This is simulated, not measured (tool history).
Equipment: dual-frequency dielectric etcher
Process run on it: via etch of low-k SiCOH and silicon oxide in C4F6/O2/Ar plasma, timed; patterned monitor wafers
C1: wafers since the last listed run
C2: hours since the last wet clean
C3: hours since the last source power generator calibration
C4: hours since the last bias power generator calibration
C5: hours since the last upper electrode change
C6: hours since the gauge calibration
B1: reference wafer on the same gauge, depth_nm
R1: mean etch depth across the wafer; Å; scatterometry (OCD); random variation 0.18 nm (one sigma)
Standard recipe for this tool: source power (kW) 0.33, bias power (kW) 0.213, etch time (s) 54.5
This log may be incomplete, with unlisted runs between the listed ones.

Run 1, hour 0: usual settings; C1 0; C2 277.6; C3 3967.5; C4 3301; C5 5006.2; C6 392.4; B1 107.1. Result: R1 1197 Å.
At hour 19.9: source power generator calibrated.
Run 2, hour 20.4: usual settings but bias power (kW) 0.251, etch time (s) 46.5; C1 316; C2 298; C3 0.5; C4 3321.4; C5 5026.6; C6 412.8; B1 107. Result: R1 1059 Å.
Run 3, hour 27.3: usual settings but bias power (kW) 0.251, etch time (s) 46.5; C1 133; C2 304.9; C3 7.4; C4 3328.3; C5 5033.5; C6 419.7; B1 107. Result: R1 1062 Å.
Run 4, hour 45.2: usual settings but bias power (kW) 0.251, etch time (s) 46.5; C1 345; C2 322.8; C3 25.3; C4 3346.2; C5 5051.4; C6 437.6; B1 107. Result: R1 1058 Å.
Run 5, hour 53.6: usual settings; C1 162; C2 331.2; C3 33.7; C4 3354.6; C5 5059.8; C6 446; B1 107. Result: R1 1199 Å.
At hour 81.2: wet clean of the chamber.
Run 6, hour 81.7: usual settings but source power (kW) 0.41, bias power (kW) 0.235, etch time (s) 61; C1 79; C2 0.5; C3 61.8; C4 3382.7; C5 5087.9; C6 474.1; B1 107. Result: R1 1535 Å.
Run 7, hour 82.1: usual settings but source power (kW) 0.3, bias power (kW) 0.227; C1 7; C2 0.9; C3 62.2; C4 3383.1; C5 5088.3; C6 474.5; B1 107. Result: R1 1162 Å.
Run 8, hour 85.3: usual settings; C1 61; C2 4.1; C3 65.4; C4 3386.3; C5 5091.5; C6 477.7; B1 107. Result: R1 1201 Å.
Run 9, hour 99.3: usual settings but source power (kW) 0.27, bias power (kW) 0.257, etch time (s) 43; C1 270; C2 18.1; C3 79.4; C4 3400.3; C5 5105.5; C6 491.7; B1 107.1. Result: R1 889 Å.
At hour 127.3: upper electrode replaced.
Run 10, hour 127.8: usual settings; C1 86; C2 46.6; C3 107.9; C4 3428.8; C5 0.5; C6 520.2; B1 107.1. Result: R1 1205 Å.
Run 11, hour 145.2: usual settings but bias power (kW) 0.25; C1 335; C2 64; C3 125.3; C4 3446.2; C5 17.9; C6 537.6; B1 107. Result: R1 1246 Å.
Run 12, hour 151.6: usual settings but source power (kW) 0.38, etch time (s) 70.5; C1 123; C2 70.4; C3 131.7; C4 3452.6; C5 24.3; C6 544; B1 107. Result: R1 1674 Å.
Run 13, hour 163.4: usual settings; C1 227; C2 82.2; C3 143.5; C4 3464.4; C5 36.1; C6 555.8; B1 107. Result: R1 1200 Å.
At hour 175: bias power generator calibrated.
Run 14, hour 176.2: usual settings but source power (kW) 0.29, etch time (s) 62; C1 169; C2 95; C3 156.3; C4 1.2; C5 48.9; C6 568.6; B1 107. Result: R1 1278 Å.
Run 15, hour 192.1: usual settings but source power (kW) 0.36, bias power (kW) 0.256, etch time (s) 68; C1 306; C2 110.9; C3 172.2; C4 17.1; C5 64.8; C6 584.5; B1 106.9. Result: R1 1631 Å.
Run 16, hour 209.1: usual settings; C1 328; C2 127.9; C3 189.2; C4 34.1; C5 81.8; C6 601.5; B1 107. Result: R1 1202 Å.
At hour 213.9: gauge calibrated.
Run 17, hour 219.3: usual settings but source power (kW) 0.36, bias power (kW) 0.19, etch time (s) 40; C1 196; C2 138.1; C3 199.4; C4 44.3; C5 92; C6 5.4; B1 107. Result: R1 899 Å.
Run 18, hour 233.9: usual settings but source power (kW) 0.29, bias power (kW) 0.175, etch time (s) 59; C1 281; C2 152.7; C3 214; C4 58.9; C5 106.6; C6 20; B1 107. Result: R1 1171 Å.
Run 19, hour 249.4: usual settings but source power (kW) 0.37, bias power (kW) 0.26, etch time (s) 42; C1 299; C2 168.2; C3 229.5; C4 74.4; C5 122.1; C6 35.5; B1 107. Result: R1 1023 Å.
Run 20, hour 263.9: usual settings but source power (kW) 0.26, bias power (kW) 0.177; C1 279; C2 182.7; C3 244; C4 88.9; C5 136.6; C6 50; B1 107. Result: R1 1020 Å.
Run 21, hour 286.8: usual settings; C1 441; C2 205.6; C3 266.9; C4 111.8; C5 159.5; C6 72.9; B1 107. Result: R1 1199 Å.
Run 22, hour 303.5: usual settings but bias power (kW) 0.251, etch time (s) 46.5; C1 322; C2 222.3; C3 283.6; C4 128.5; C5 176.2; C6 89.6; B1 107. Result: R1 1059 Å.
Run 23, hour 326.3: usual settings; C1 440; C2 245.1; C3 306.4; C4 151.3; C5 199; C6 112.4; B1 107. Result: R1 1201 Å.
Run 24, hour 342.1: usual settings; C1 304; C2 260.9; C3 322.2; C4 167.1; C5 214.8; C6 128.2; B1 107. Result: R1 1195 Å.
Run 25, hour 354.6: usual settings but bias power (kW) 0.173; C1 241; C2 273.4; C3 334.7; C4 179.6; C5 227.3; C6 140.7; B1 107. Result: R1 1152 Å.
Run 26, hour 372.2: usual settings but bias power (kW) 0.239; C1 339; C2 291; C3 352.3; C4 197.2; C5 244.9; C6 158.3; B1 107. Result: R1 1229 Å.
Run 27, hour 403.8: usual settings; C1 609; C2 322.6; C3 383.9; C4 228.8; C5 276.5; C6 189.9; B1 106.9. Result: R1 1199 Å.
Run 28, hour 413.9: usual settings but source power (kW) 0.39, etch time (s) 70.5; C1 194; C2 332.7; C3 394; C4 238.9; C5 286.6; C6 200; B1 106.9. Result: R1 1679 Å.
Run 29, hour 429.9: usual settings but source power (kW) 0.4, bias power (kW) 0.25; C1 308; C2 348.7; C3 410; C4 254.9; C5 302.6; C6 216; B1 107. Result: R1 1364 Å.

Run by run, hidden condition taken away, random variation retained:
Unlogged tool condition in this case: etch rate over this chamber's usual, %; source power that arrives over what is set, %; bias power that arrives over what is set, %; gauge reads high (%).
run    R1
  1  1204
  2  1064
  3  1068
  4  1065
  5  1206
  6  1535
  7  1163
  8  1202
  9   890
 10  1206
 11  1248
 12  1677
 13  1202
 14  1281
 15  1635
 16  1205
 17   902
 18  1175
 19  1027
 20  1024
 21  1204
 22  1064
 23  1207
 24  1202
 25  1159
 26  1236
 27  1207
 28  1691
 29  1374

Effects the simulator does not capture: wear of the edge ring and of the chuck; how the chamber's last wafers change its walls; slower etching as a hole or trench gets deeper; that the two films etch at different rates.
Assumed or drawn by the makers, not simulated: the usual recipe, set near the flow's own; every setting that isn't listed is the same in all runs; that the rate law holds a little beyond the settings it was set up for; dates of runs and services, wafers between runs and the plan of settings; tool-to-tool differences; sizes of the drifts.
